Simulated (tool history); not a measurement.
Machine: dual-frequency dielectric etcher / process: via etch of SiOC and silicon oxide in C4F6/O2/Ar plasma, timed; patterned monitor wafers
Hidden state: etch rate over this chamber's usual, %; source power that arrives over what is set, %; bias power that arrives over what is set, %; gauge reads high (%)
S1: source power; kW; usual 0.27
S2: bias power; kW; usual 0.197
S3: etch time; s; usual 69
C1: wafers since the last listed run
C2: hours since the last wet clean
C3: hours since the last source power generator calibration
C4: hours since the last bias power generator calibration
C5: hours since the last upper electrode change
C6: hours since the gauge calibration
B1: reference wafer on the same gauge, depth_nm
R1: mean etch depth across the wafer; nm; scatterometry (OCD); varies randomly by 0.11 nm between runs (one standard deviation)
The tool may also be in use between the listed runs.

run   hour    S1     S2    S3   C1     C2      C3      C4      C5     C6    B1    R1
  1      0  0.27  0.197    69    0  386.8  3958.3  3371.6    4422  125.3  75.1  70.7
  2     10  0.27  0.197  75.5   77  396.8  3968.3  3381.6    4432  135.3  75.1  77.1
  3     24  0.27  0.197  75.5  109  410.8  3982.3  3395.6    4446  149.3  75.1  77.1
  4   36.9  0.27  0.197  75.5  100  423.7  3995.2  3408.5  4458.9  162.2  75.1    77
  5   48.8  0.22  0.197    69   92  435.6  4007.1  3420.4  4470.8  174.1  75.1  65.6
  6   55.7  0.22  0.197    69   53  442.5    4014  3427.3  4477.7    181  75.1  65.4
      83.3  -- upper electrode replaced
     104.3  -- wet clean of the chamber
  7  104.8  0.29  0.197    69   31    0.5  4063.1  3476.4    21.5  230.1  75.1  73.9
  8  105.2  0.29  0.197    69    3    0.9  4063.5  3476.8    21.9  230.5  75.1  73.6
  9  105.5  0.27   0.17    69    2    1.2  4063.8  3477.1    22.2  230.8  75.1  67.2
     112.2  -- source power generator calibrated
 10  112.7  0.29  0.225  76.5   24    8.4     0.5  3484.3    29.4    238  75.1  86.7
 11  117.3  0.29  0.197    69   35     13     5.1  3488.9      34  242.6  75.1  73.8
     128.6  -- gauge calibrated
 12  133.1  0.24  0.197    56  123   28.8    20.9  3504.7    49.8    4.5  75.1  55.7
 13  143.5  0.27  0.197    69   81   39.2    31.3  3515.1    60.2   14.9  75.1  71.6
 14  160.5  0.27  0.197    75  132   56.2    48.3  3532.1    77.2   31.9  75.1  78.1
 15  166.8  0.22  0.197    53   49   62.5    54.6  3538.4    83.5   38.2  75.1  51.2
 16  175.5   0.2  0.197    69   67   71.2    63.3  3547.1    92.2   46.9  75.1  64.4
 17    182  0.27  0.229    69   50   77.7    69.8  3553.6    98.7   53.4  75.1  76.7
     193.7  -- bias power generator calibrated
 18  227.1  0.33  0.197    86  320  122.8   114.9    33.4   143.8   98.5  75.1  95.7
 19  242.8  0.22  0.197    53  122  138.5   130.6    49.1   159.5  114.2  75.1    51

4 ways to go on from here, each from the tool as it stands after run 19. What would each give?
  A  243.2  0.27  0.197  69   3  138.9  131  49.5  159.9  114.6   ?   ?
  B  243.2  0.27  0.197  88   3  138.9  131  49.5  159.9  114.6   ?   ?
  C  243.2  0.24  0.229  54   3  138.9  131  49.5  159.9  114.6   ?   ?
  D  243.2  0.34   0.16  87   3  138.9  131  49.5  159.9  114.6   ?   ?

run    B1    R1
  A  75.1  71.4
  B  75.1  91.1
  C  75.1  57.3
  D  75.1  89.2
Without the tool's hidden state the same runs would have given:
run    R1
  A  71.9
  B  91.7
  C  57.7
  D  89.8
